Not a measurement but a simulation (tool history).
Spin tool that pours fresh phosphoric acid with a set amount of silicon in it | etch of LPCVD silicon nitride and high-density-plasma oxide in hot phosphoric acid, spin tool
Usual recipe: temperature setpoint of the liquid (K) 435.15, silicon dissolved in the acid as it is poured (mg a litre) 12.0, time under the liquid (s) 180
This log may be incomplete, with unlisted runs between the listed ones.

run,day,temperature setpoint of the liquid (K),silicon dissolved in the acid as it is poured (mg a litre),time under the liquid (s),"read-back film thickness of the LPCVD silicon nitride reference wafer, read on the same gauge (nm)","read-back film thickness of the high-density-plasma oxide reference wafer, read on the same gauge (nm)",thickness taken off the LPCVD silicon nitride on a monitor wafer (Å),thickness taken off the high-density-plasma oxide on a monitor wafer (Å)
1,0.000,436.65,12.0,180,130.02,130.004,148.4,4.11
2,1.358,433.15,16.0,180,130.00,130.012,129.7,2.65
3,2.125,435.15,4.5,180,129.98,130.036,138.9,4.56
4,3.092,435.15,12.0,180,130.00,129.977,138.3,3.75
# day 3.892: thermometer replaced
5,4.050,435.15,12.0,180,130.00,129.991,152.0,4.54
6,4.608,435.15,12.0,180,130.03,130.024,151.6,4.17
7,6.046,435.15,12.0,95,130.00,129.995,78.8,2.23
# day 7.179: heated supply line repaired
8,7.350,435.15,12.0,95,130.00,129.986,88.2,3.12
9,8.471,438.15,7.0,260,129.99,130.029,270.6,10.33
10,9.379,435.15,3.0,275,130.03,130.020,252.9,9.56
11,10.454,435.15,12.0,180,129.98,130.005,167.8,5.33
12,11.721,433.15,6.0,115,129.99,130.031,99.5,3.24
# day 13.854: gauge calibrated
# day 14.050: dissolved silicon flow meter replaced
13,15.050,435.15,12.0,260,129.98,130.023,237.0,8.01
14,15.892,436.15,15.0,180,129.99,129.985,168.8,5.21
15,16.833,433.65,16.5,285,130.00,130.047,247.4,5.74
16,18.175,437.65,12.0,75,130.00,129.994,72.4,2.61
17,19.129,435.15,16.0,180,129.99,130.050,162.0,4.48
18,20.617,436.65,12.0,180,130.01,130.035,167.9,5.38
19,21.233,437.15,8.0,235,130.01,130.023,224.2,8.22
20,22.071,435.15,12.0,180,129.99,130.023,158.2,5.22
21,23.571,435.15,12.0,180,130.01,130.020,157.7,4.67
22,24.400,435.15,9.0,180,129.98,129.993,157.7,4.99

List, for all runs, the conditions of the tool that the log does not record:
dissolved silicon flow above the setpoint (%): 0 on each run
gauge reads high (%): 0 on each run
H1: liquid colder than its thermometer reads (K)
H2: temperature lost on the way to the wafer (K)
run,H1,H2
1,2.27,3.44
2,2.38,3.48
3,2.44,3.51
4,2.52,3.54
5,0.0292,3.57
6,0.0733,3.58
7,0.187,3.63
8,0.29,0.152
9,0.378,0.187
10,0.45,0.214
11,0.535,0.247
12,0.635,0.286
13,0.898,0.387
14,0.964,0.413
15,1.04,0.441
16,1.14,0.482
17,1.22,0.511
18,1.34,0.557
19,1.39,0.576
20,1.45,0.601
21,1.57,0.647
22,1.64,0.672

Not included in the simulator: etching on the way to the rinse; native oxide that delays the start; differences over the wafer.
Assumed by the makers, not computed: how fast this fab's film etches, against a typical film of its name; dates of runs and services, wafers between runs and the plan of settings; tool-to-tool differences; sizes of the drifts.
